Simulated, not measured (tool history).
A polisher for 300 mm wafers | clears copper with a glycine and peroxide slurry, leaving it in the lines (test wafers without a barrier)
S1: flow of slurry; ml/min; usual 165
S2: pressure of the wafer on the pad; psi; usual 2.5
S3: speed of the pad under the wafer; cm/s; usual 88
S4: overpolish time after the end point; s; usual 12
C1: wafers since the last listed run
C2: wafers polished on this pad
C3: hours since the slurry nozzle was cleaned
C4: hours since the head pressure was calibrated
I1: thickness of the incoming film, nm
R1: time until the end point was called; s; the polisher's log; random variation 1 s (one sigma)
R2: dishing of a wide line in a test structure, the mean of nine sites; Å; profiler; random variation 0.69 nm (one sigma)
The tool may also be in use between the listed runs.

run	hour	S1	S2	S3	S4	C1	C2	C3	C4	I1	R1	R2
1	0	165	2.5	88	12	0	898	237.3	83.2	497.5	98	289
# hour 18.7: slurry nozzle cleaned
2	40.7	165	2.5	88	12	377	1276	22	123.9	496.4	95	304
# hour 81.9: worn pad replaced by a new one
3	82.8	165	2.5	88	9	362	8	64.1	166	500.3	95.6	277
4	139.4	165	2.5	88	9	537	546	120.7	222.6	505.6	96.7	256
# hour 244.3: slurry nozzle cleaned
# hour 246.5: worn pad replaced by a new one
5	282.1	165	2.5	88	9	1325	338	37.8	365.3	505.3	94.9	263
6	337.9	165	2.5	88	12	530	868	93.6	421.1	511.7	96.2	324
7	362.9	165	2.5	88	12	237	1106	118.6	446.1	505.1	96.1	316
# hour 384: worn pad replaced by a new one
8	405.3	165	2.5	88	12	364	202	161	488.5	505.6	93.6	323
# hour 449.7: head pressure recalibrated
9	451.3	165	2	110	12	418	620	207	1.6	499.3	106.6	287
10	491.1	205	2.5	88	12	378	998	246.8	41.4	499.6	96.1	316
# hour 518.3: slurry nozzle cleaned
11	532.4	190	1.7	62	12	383	1381	14.1	82.7	504	146.5	230
# hour 537.9: worn pad replaced by a new one
12	560.2	135	2.5	88	16	226	211	41.9	110.5	510.7	103.3	353
13	618.3	165	2.5	88	14	552	764	100	168.6	511.2	98.1	347
14	655.3	140	3.3	112	10	351	1115	137	205.6	503.2	66.6	338
# hour 701.7: worn pad replaced by a new one
# hour 767.8: slurry nozzle cleaned
15	796.6	165	2.5	88	12	1295	892	28.8	346.9	507.8	92.7	312

3 ways to go on from here, each from the tool as it stands after run 15. What would each give?
A	797.1	165	2.5	88	12	4	896	29.3	347.4	507.7	?	?
B	797.1	145	2.5	98	12	4	896	29.3	347.4	507.7	?	?
C	797.1	165	2.5	58	12	4	896	29.3	347.4	507.7	?	?

run	R1	R2
A	96.2	319
B	92.7	324
C	117.4	290
Without the tool's hidden state the same runs would have given:
run	R1	R2
A	105.4	304
B	101.7	308
C	127.9	275
